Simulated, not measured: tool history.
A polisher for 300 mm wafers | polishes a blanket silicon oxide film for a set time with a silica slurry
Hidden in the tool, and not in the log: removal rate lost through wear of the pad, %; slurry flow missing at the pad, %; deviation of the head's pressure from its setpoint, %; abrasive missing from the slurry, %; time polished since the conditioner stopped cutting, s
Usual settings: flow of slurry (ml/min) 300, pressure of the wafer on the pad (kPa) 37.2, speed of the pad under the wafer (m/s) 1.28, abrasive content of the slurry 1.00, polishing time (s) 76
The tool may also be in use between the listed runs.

run    hour  flow of slurry (ml/min)  pressure of the wafer on the pad (kPa)  speed of the pad under the wafer (m/s)  abrasive content of the slurry  polishing time (s)  wafers since the last listed run  wafers polished on this pad  hours since the slurry nozzle was cleaned  hours since the head pressure was calibrated  hours since the slurry blender was calibrated  hours since the conditioning disc was replaced  incoming thickness of the incoming film, nm  film removed (Å)
  1     0.0                      300                                    37.2                                    1.28                            1.00                  76                                 0                         2381                                      483.2                                         267.2                                          255.8                                           399.5                                       1113.7              3559
       29.8  -- conditioning disc replaced and pad reconditioned
  2    44.4                      300                                    37.2                                    1.28                            1.00                  76                               257                         2638                                      527.6                                         311.6                                          300.2                                            14.6                                       1130.1              3566
       67.9  -- worn pad replaced by a new one
  3   152.0                      300                                    37.2                                    1.28                            1.00                  76                               628                          510                                      635.2                                         419.2                                          407.8                                           122.2                                       1107.8              3837
      194.9  -- slurry blender recalibrated
  4   233.5                      300                                    37.2                                    1.28                            1.00                  76                               482                          992                                      716.7                                         500.7                                           38.6                                           203.7                                       1120.2              3757
      267.7  -- head pressure recalibrated
      275.2  -- slurry nozzle cleaned
  5   320.3                      300                                    33.1                                    1.28                            1.00                  76                               508                         1500                                       45.1                                          52.6                                          125.4                                           290.5                                       1120.7              3375
  6   393.3                      300                                    33.1                                    1.28                            1.00                  76                               442                         1943                                      118.1                                         125.6                                          198.4                                           363.5                                       1129.1              3330
      455.3  -- conditioning disc replaced and pad reconditioned
  7   458.2                      300                                    33.1                                    1.28                            1.00                  76                               381                         2325                                      183.0                                         190.5                                          263.3                                             2.9                                       1112.3              3293
  8   517.4                      300                                    37.2                                    1.42                            1.00                  76                               359                         2684                                      242.2                                         249.7                                          322.5                                            62.1                                       1125.9              3781
      524.4  -- worn pad replaced by a new one
  9   617.6                      300                                    37.2                                    1.42                            1.00                  76                               583                          565                                      342.4                                         349.9                                          422.7                                           162.3                                       1136.1              4096
      675.8  -- slurry blender recalibrated
 10   677.9                      300                                    37.2                                    1.42                            1.00                  76                               353                          919                                      402.7                                         410.2                                            2.1                                           222.6                                       1127.6              4031
 11   718.3                      300                                    37.2                                    1.28                            1.00                  76                               245                         1164                                      443.1                                         450.6                                           42.5                                           263.0                                       1112.0              3719
 12   793.6                      300                                    37.2                                    1.28                            1.00                  67                               456                         1620                                      518.4                                         525.9                                          117.8                                           338.3                                       1128.1              3208
      844.1  -- head pressure recalibrated
 13   860.2                      300                                    37.2                                    1.00                            0.80                  76                               391                         2012                                      585.0                                          16.1                                          184.4                                           404.9                                       1115.4              2583
      872.9  -- conditioning disc replaced and pad reconditioned
 14   968.0                      300                                    48.3                                    1.28                            1.15                  76                               641                         2654                                      692.8                                         123.9                                          292.2                                            95.1                                       1131.5              4572
      975.1  -- worn pad replaced by a new one
      988.0  -- slurry nozzle cleaned
 15  1061.4                      300                                    37.2                                    1.28                            0.85                  76                               536                          517                                       73.4                                         217.3                                          385.6                                           188.5                                       1124.8              3427
     1092.6  -- slurry blender recalibrated
 16  1156.7                      300                                    33.8                                    1.68                            1.25                  76                               565                         1083                                      168.7                                         312.6                                           64.1                                           283.8                                       1102.8              4835
 17  1232.6                      300                                    37.2                                    1.28                            1.00                  76                               460                         1543                                      244.6                                         388.5                                          140.0                                           359.7                                       1108.5              3678
     1262.5  -- conditioning disc replaced and pad reconditioned
 18  1323.2                      300                                    49.0                                    1.52                            0.70                  76                               537                         2081                                      335.2                                         479.1                                          230.6                                            60.7                                       1130.7              3839
     1363.4  -- head pressure recalibrated
     1384.3  -- worn pad replaced by a new one
     1504.2  -- slurry blender recalibrated
 19  1618.4                      370                                    25.5                                    1.56                            1.00                  76                              1742                         1407                                      630.4                                         255.0                                          114.2                                           355.9                                       1115.7              3356
 20  1658.4                      300                                    37.2                                    1.28                            1.00                  57                               242                         1650                                      670.4                                         295.0                                          154.2                                           395.9                                       1126.6              2789
     1663.2  -- conditioning disc replaced and pad reconditioned
     1664.7  -- slurry nozzle cleaned
 21  1715.0                      300                                    37.2                                    1.28                            1.00                  76                               325                         1975                                       50.3                                         351.6                                          210.8                                            51.8                                       1096.4              3657
 22  1795.8                      300                                    37.2                                    1.28                            1.00                  76                               490                         2465                                      131.1                                         432.4                                          291.6                                           132.6                                       1130.6              3565
     1826.0  -- worn pad replaced by a new one
     1854.7  -- head pressure recalibrated
 23  1873.6                      300                                    37.2                                    1.66                            0.85                  76                               435                          276                                      208.9                                          18.9                                          369.4                                           210.4                                       1097.6              4202
     1933.0  -- slurry blender recalibrated
 24  1955.7                      270                                    37.2                                    0.98                            1.00                  65                               485                          762                                      291.0                                         101.0                                           22.7                                           292.5                                       1106.0              2648
 25  2008.9                      300                                    37.2                                    1.42                            1.00                  76                               322                         1085                                      344.2                                         154.2                                           75.9                                           345.7                                       1125.0              4012

Forecast each of these 4 alternatives for the next run:
  A  2009.3                      300                                    37.2                                    1.28                            1.00                  76                                 2                         1087                                      344.6                                         154.6                                           76.3                                           346.1                                       1121.8                 ?
  B  2009.3                      245                                    44.1                                    1.28                            1.00                  84                                 2                         1087                                      344.6                                         154.6                                           76.3                                           346.1                                       1121.8                 ?
  C  2009.3                      300                                    37.2                                    1.52                            1.00                  76                                 2                         1087                                      344.6                                         154.6                                           76.3                                           346.1                                       1121.8                 ?
  D  2009.3                      300                                    44.1                                    1.28                            1.10                  76                                 2                         1087                                      344.6                                         154.6                                           76.3                                           346.1                                       1121.8                 ?

run  film removed (Å)
  A              3698
  B              4518
  C              4191
  D              4415
Without the tool's hidden state the same runs would have given:
run  film removed (Å)
  A              3853
  B              4708
  C              4367
  D              4601
